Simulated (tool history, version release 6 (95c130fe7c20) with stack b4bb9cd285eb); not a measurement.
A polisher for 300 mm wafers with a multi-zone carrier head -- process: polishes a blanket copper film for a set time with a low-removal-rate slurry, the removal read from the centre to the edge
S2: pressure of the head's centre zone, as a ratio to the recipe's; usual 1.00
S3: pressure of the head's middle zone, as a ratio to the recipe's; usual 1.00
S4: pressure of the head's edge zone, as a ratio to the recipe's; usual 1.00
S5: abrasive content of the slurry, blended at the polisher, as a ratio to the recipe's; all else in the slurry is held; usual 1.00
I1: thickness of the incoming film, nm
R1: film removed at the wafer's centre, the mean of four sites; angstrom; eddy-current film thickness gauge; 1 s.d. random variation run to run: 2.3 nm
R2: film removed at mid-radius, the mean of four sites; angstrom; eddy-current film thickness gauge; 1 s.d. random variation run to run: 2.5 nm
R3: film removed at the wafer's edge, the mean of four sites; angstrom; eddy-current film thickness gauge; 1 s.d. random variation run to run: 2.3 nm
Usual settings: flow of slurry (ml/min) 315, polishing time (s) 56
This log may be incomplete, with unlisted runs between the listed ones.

run 1 hour=0.0 | flow_of_slurry_(ml/min)=315 S2=1.00 S3=0.93 S4=1.00 S5=1.00 polishing_time_(s)=56 | I1=1142.3 | R1=1820 R2=1582 R3=1702
run 2 hour=16.6 | flow_of_slurry_(ml/min)=315 S2=1.00 S3=1.00 S4=1.00 S5=1.00 polishing_time_(s)=72 | I1=1132.8 | R1=2425 R2=2186 R3=2208
run 3 hour=22.7 | flow_of_slurry_(ml/min)=315 S2=1.00 S3=1.00 S4=1.00 S5=1.00 polishing_time_(s)=73 | I1=1137.9 | R1=2355 R2=2224 R3=2252
run 4 hour=29.2 | flow_of_slurry_(ml/min)=315 S2=1.00 S3=1.00 S4=1.00 S5=1.00 polishing_time_(s)=56 | I1=1148.0 | R1=1877 R2=1649 R3=1732
run 5 hour=44.8 | flow_of_slurry_(ml/min)=315 S2=1.00 S3=1.00 S4=1.00 S5=0.90 polishing_time_(s)=56 | I1=1146.0 | R1=1846 R2=1647 R3=1682
run 6 hour=54.9 | flow_of_slurry_(ml/min)=315 S2=1.00 S3=1.00 S4=1.00 S5=1.00 polishing_time_(s)=72 | I1=1125.3 | R1=2385 R2=2158 R3=2208
run 7 hour=64.4 | flow_of_slurry_(ml/min)=315 S2=1.00 S3=1.00 S4=1.00 S5=1.00 polishing_time_(s)=56 | I1=1134.9 | R1=1909 R2=1689 R3=1725
run 8 hour=76.5 | flow_of_slurry_(ml/min)=315 S2=1.00 S3=1.00 S4=1.00 S5=1.00 polishing_time_(s)=56 | I1=1138.2 | R1=1889 R2=1696 R3=1692
run 9 hour=123.4 | flow_of_slurry_(ml/min)=315 S2=1.08 S3=1.00 S4=1.00 S5=1.00 polishing_time_(s)=56 | I1=1150.1 | R1=1814 R2=1687 R3=1721
run 10 hour=134.8 | flow_of_slurry_(ml/min)=315 S2=1.00 S3=1.00 S4=1.00 S5=1.00 polishing_time_(s)=69 | I1=1146.5 | R1=2002 R2=2055 R3=2157
run 11 hour=150.5 | flow_of_slurry_(ml/min)=315 S2=0.94 S3=1.00 S4=1.00 S5=1.00 polishing_time_(s)=56 | I1=1125.7 | R1=1576 R2=1694 R3=1698
run 12 hour=163.9 | flow_of_slurry_(ml/min)=315 S2=1.00 S3=1.00 S4=1.00 S5=1.00 polishing_time_(s)=56 | I1=1125.6 | R1=1654 R2=1632 R3=1713
run 13 hour=173.7 | flow_of_slurry_(ml/min)=315 S2=1.06 S3=1.00 S4=1.07 S5=1.20 polishing_time_(s)=42 | I1=1138.7 | R1=1320 R2=1268 R3=1343
run 14 hour=189.2 | flow_of_slurry_(ml/min)=205 S2=1.00 S3=1.00 S4=1.00 S5=1.00 polishing_time_(s)=56 | I1=1155.6 | R1=1571 R2=1643 R3=1691
run 15 hour=206.2 | flow_of_slurry_(ml/min)=315 S2=1.00 S3=1.00 S4=1.07 S5=0.80 polishing_time_(s)=69 | I1=1137.7 | R1=2053 R2=2018 R3=2108
run 16 hour=217.3 | flow_of_slurry_(ml/min)=240 S2=0.89 S3=1.00 S4=0.96 S5=1.00 polishing_time_(s)=73 | I1=1161.1 | R1=1919 R2=2183 R3=2166
run 17 hour=234.4 | flow_of_slurry_(ml/min)=315 S2=1.10 S3=1.00 S4=1.00 S5=1.00 polishing_time_(s)=56 | I1=1145.4 | R1=1838 R2=1711 R3=1669
run 18 hour=242.2 | flow_of_slurry_(ml/min)=315 S2=1.00 S3=1.00 S4=1.00 S5=1.00 polishing_time_(s)=56 | I1=1153.3 | R1=1643 R2=1729 R3=1707
run 19 hour=256.8 | flow_of_slurry_(ml/min)=315 S2=1.05 S3=1.00 S4=1.00 S5=1.00 polishing_time_(s)=62 | I1=1150.4 | R1=1947 R2=1878 R3=1914
run 20 hour=268.6 | flow_of_slurry_(ml/min)=230 S2=1.00 S3=1.00 S4=1.00 S5=1.00 polishing_time_(s)=56 | I1=1147.5 | R1=1624 R2=1662 R3=1679
run 21 hour=286.5 | flow_of_slurry_(ml/min)=315 S2=1.00 S3=1.00 S4=1.00 S5=1.00 polishing_time_(s)=56 | I1=1156.1 | R1=1662 R2=1683 R3=1701
run 22 hour=295.6 | flow_of_slurry_(ml/min)=405 S2=1.00 S3=1.00 S4=1.00 S5=1.00 polishing_time_(s)=74 | I1=1144.4 | R1=2249 R2=2291 R3=2362
run 23 hour=311.8 | flow_of_slurry_(ml/min)=315 S2=1.00 S3=1.00 S4=1.00 S5=1.00 polishing_time_(s)=56 | I1=1148.8 | R1=1653 R2=1630 R3=1729

Between the runs listed above, the log contained 5 entries, not reproduced here. Where in the sequence does each belong, and how does what the log doesn't record of the tool's condition differ from the listed run before to the listed run after?
From run 1 to run 2: worn pad replaced by a new one (hour 16.1)
  deviation of the centre zone's pressure from its setpoint, %: 12.2 -> 12.6
  measured result minus the result with no hidden state, R1: +198 -> +272 angstrom
From run 5 to run 6: carrier head's membrane replaced by a new one (hour 54.4)
  deviation of the centre zone's pressure from its setpoint, %: 13.3 -> 13.5
  measured result minus the result with no hidden state, R1: +217 -> +287 angstrom
From run 8 to run 9: centre zone pressure recalibrated (hour 105.2)
  deviation of the centre zone's pressure from its setpoint, %: 14.1 -> -0.00781
  measured result minus the result with no hidden state, R1: +235 -> -1 angstrom
From run 10 to run 11: worn pad replaced by a new one (hour 150.0)
  deviation of the centre zone's pressure from its setpoint, %: -0.000496 -> 0.0153
  measured result minus the result with no hidden state, R1: +0 -> +1 angstrom
From run 20 to run 21: worn pad replaced by a new one (hour 282.8)
  deviation of the centre zone's pressure from its setpoint, %: 0.346 -> 0.429
  measured result minus the result with no hidden state, R1: +6 -> +7 angstrom
